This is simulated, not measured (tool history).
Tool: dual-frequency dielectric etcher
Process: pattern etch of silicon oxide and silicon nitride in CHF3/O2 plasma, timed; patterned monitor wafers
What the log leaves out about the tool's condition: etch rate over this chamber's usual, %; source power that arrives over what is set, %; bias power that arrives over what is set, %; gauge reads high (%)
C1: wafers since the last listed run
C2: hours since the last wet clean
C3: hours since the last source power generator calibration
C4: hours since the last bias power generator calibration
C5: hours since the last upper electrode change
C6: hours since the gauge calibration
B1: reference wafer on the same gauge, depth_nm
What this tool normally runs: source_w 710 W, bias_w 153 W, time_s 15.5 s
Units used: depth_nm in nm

Run 1, hour 0.0: usual settings but bias_w 132 W; C1 0; C2 62.6; C3 1572.3; C4 4574.4; C5 4344.9; C6 75.9; B1 26.64. Result: depth_nm 21.66 nm.
Run 2, hour 102.5: usual settings; C1 830; C2 165.1; C3 1674.8; C4 4676.9; C5 4447.4; C6 178.4; B1 26.59. Result: depth_nm 22.64 nm.
Run 3, hour 178.2: usual settings; C1 613; C2 240.8; C3 1750.5; C4 4752.6; C5 4523.1; C6 254.1; B1 26.61. Result: depth_nm 22.34 nm.
Run 4, hour 221.8: usual settings; C1 353; C2 284.4; C3 1794.1; C4 4796.2; C5 4566.7; C6 297.7; B1 26.62. Result: depth_nm 22.17 nm.
Run 5, hour 320.2: usual settings; C1 796; C2 382.8; C3 1892.5; C4 4894.6; C5 4665.1; C6 396.1; B1 26.60. Result: depth_nm 21.99 nm.
Run 6, hour 365.7: usual settings; C1 368; C2 428.3; C3 1938.0; C4 4940.1; C5 4710.6; C6 441.6; B1 26.61. Result: depth_nm 21.99 nm.
At hour 451.6: wet clean of the chamber.
Run 7, hour 452.1: usual settings; C1 505; C2 0.5; C3 2024.4; C4 5026.5; C5 4797.0; C6 528.0; B1 26.59. Result: depth_nm 22.69 nm.
Run 8, hour 504.5: usual settings but bias_w 127 W; C1 424; C2 52.9; C3 2076.8; C4 5078.9; C5 4849.4; C6 580.4; B1 26.58. Result: depth_nm 21.47 nm.
At hour 514.3: bias power generator calibrated.
At hour 525.9: gauge calibrated.
Run 9, hour 582.6: usual settings but time_s 19.0 s; C1 600; C2 131.0; C3 2154.9; C4 68.3; C5 4927.5; C6 56.7; B1 26.58. Result: depth_nm 27.90 nm.
At hour 646.9: upper electrode replaced.
Run 10, hour 666.3: usual settings but source_w 820 W, time_s 13.5 s; C1 483; C2 214.7; C3 2238.6; C4 152.0; C5 19.4; C6 140.4; B1 26.59. Result: depth_nm 20.91 nm.
Run 11, hour 744.5: usual settings; C1 633; C2 292.9; C3 2316.8; C4 230.2; C5 97.6; C6 218.6; B1 26.58. Result: depth_nm 22.22 nm.
At hour 822.9: source power generator calibrated.
Run 12, hour 861.1: usual settings but bias_w 179 W, time_s 11.5 s; C1 911; C2 409.5; C3 38.2; C4 346.8; C5 214.2; C6 335.2; B1 26.63. Result: depth_nm 17.32 nm.
Run 13, hour 944.3: usual settings; C1 673; C2 492.7; C3 121.4; C4 430.0; C5 297.4; C6 418.4; B1 26.59. Result: depth_nm 21.80 nm.
At hour 977.1: wet clean of the chamber.
Run 14, hour 1042.1: usual settings but source_w 780 W, bias_w 185 W, time_s 19.0 s; C1 597; C2 65.0; C3 219.2; C4 527.8; C5 395.2; C6 516.2; B1 26.59. Result: depth_nm 30.86 nm.

Here are 3 independent what-if runs from the current tool condition. What would each one return?
Run A, hour 1042.5: usual settings; C1 3; C2 65.4; C3 219.6; C4 528.2; C5 395.6; C6 516.6; B1 ?. Result: depth_nm ?.
Run B, hour 1042.5: usual settings but source_w 620 W; C1 3; C2 65.4; C3 219.6; C4 528.2; C5 395.6; C6 516.6; B1 ?. Result: depth_nm ?.
Run C, hour 1042.5: usual settings but source_w 570 W, bias_w 126 W, time_s 18.5 s; C1 3; C2 65.4; C3 219.6; C4 528.2; C5 395.6; C6 516.6; B1 ?. Result: depth_nm ?.

run     B1  depth_nm
  A  26.60     22.87
  B  26.60     21.48
  C  26.60     23.00
Take away the tool's hidden state, keep each run's random variation, and the runs would have read:
run  depth_nm
  A     23.13
  B     21.73
  C     23.27

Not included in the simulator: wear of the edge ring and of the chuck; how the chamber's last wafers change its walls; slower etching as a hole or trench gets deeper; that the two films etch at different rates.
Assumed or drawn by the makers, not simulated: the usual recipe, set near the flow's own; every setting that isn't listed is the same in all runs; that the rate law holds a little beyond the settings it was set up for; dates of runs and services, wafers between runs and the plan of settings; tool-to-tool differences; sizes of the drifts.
